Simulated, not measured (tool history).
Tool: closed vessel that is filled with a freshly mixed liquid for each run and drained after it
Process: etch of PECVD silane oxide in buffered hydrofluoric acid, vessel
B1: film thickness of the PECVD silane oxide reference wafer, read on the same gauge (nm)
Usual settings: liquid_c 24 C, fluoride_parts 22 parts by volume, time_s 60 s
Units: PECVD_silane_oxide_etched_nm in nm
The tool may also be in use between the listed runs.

run 1 hour=0 | liquid_c=24 fluoride_parts=22 time_s=85 | B1=59.99 | PECVD_silane_oxide_etched_nm=173.15
run 2 hour=35.8 | liquid_c=24 fluoride_parts=22 time_s=60 | B1=59.99 | PECVD_silane_oxide_etched_nm=123.09
run 3 hour=49.8 | liquid_c=24 fluoride_parts=22 time_s=60 | B1=60 | PECVD_silane_oxide_etched_nm=122.31
run 4 hour=74.8 | liquid_c=24 fluoride_parts=22 time_s=60 | B1=60.01 | PECVD_silane_oxide_etched_nm=122.21
run 5 hour=105.2 | liquid_c=24 fluoride_parts=22 time_s=60 | B1=59.99 | PECVD_silane_oxide_etched_nm=123.51
run 6 hour=138 | liquid_c=24 fluoride_parts=28 time_s=60 | B1=60.02 | PECVD_silane_oxide_etched_nm=102.46
run 7 hour=159.9 | liquid_c=24 fluoride_parts=22 time_s=60 | B1=60.01 | PECVD_silane_oxide_etched_nm=124.33
run 8 hour=187 | liquid_c=24 fluoride_parts=22 time_s=60 | B1=59.98 | PECVD_silane_oxide_etched_nm=122.85
run 9 hour=204 | liquid_c=24 fluoride_parts=22 time_s=60 | B1=60 | PECVD_silane_oxide_etched_nm=122.58
-- hour=207.7 hydrofluoric acid flow meter replaced
run 10 hour=238 | liquid_c=24 fluoride_parts=22 time_s=60 | B1=59.98 | PECVD_silane_oxide_etched_nm=132.67
-- hour=251.1 thermometer replaced
-- hour=253.3 gauge calibrated
run 11 hour=255 | liquid_c=24 fluoride_parts=22 time_s=60 | B1=59.99 | PECVD_silane_oxide_etched_nm=111.73
run 12 hour=270.9 | liquid_c=24 fluoride_parts=22 time_s=60 | B1=60.01 | PECVD_silane_oxide_etched_nm=113.2
run 13 hour=288.2 | liquid_c=20.5 fluoride_parts=28 time_s=60 | B1=60 | PECVD_silane_oxide_etched_nm=78.13
run 14 hour=305.3 | liquid_c=24 fluoride_parts=22 time_s=60 | B1=60.02 | PECVD_silane_oxide_etched_nm=112.32
run 15 hour=341.2 | liquid_c=20 fluoride_parts=22 time_s=60 | B1=59.99 | PECVD_silane_oxide_etched_nm=89.5
run 16 hour=359.5 | liquid_c=24 fluoride_parts=14 time_s=35 | B1=59.99 | PECVD_silane_oxide_etched_nm=97.75

The next listed run, before its measurement:
run 17 hour=384.4 | liquid_c=24 fluoride_parts=22 time_s=60 | B1=? | PECVD_silane_oxide_etched_nm=?

B1: 60.01
PECVD_silane_oxide_etched_nm: 112.97 nm
Without the tool's hidden state the same run would have given PECVD_silane_oxide_etched_nm 114.28 nm.
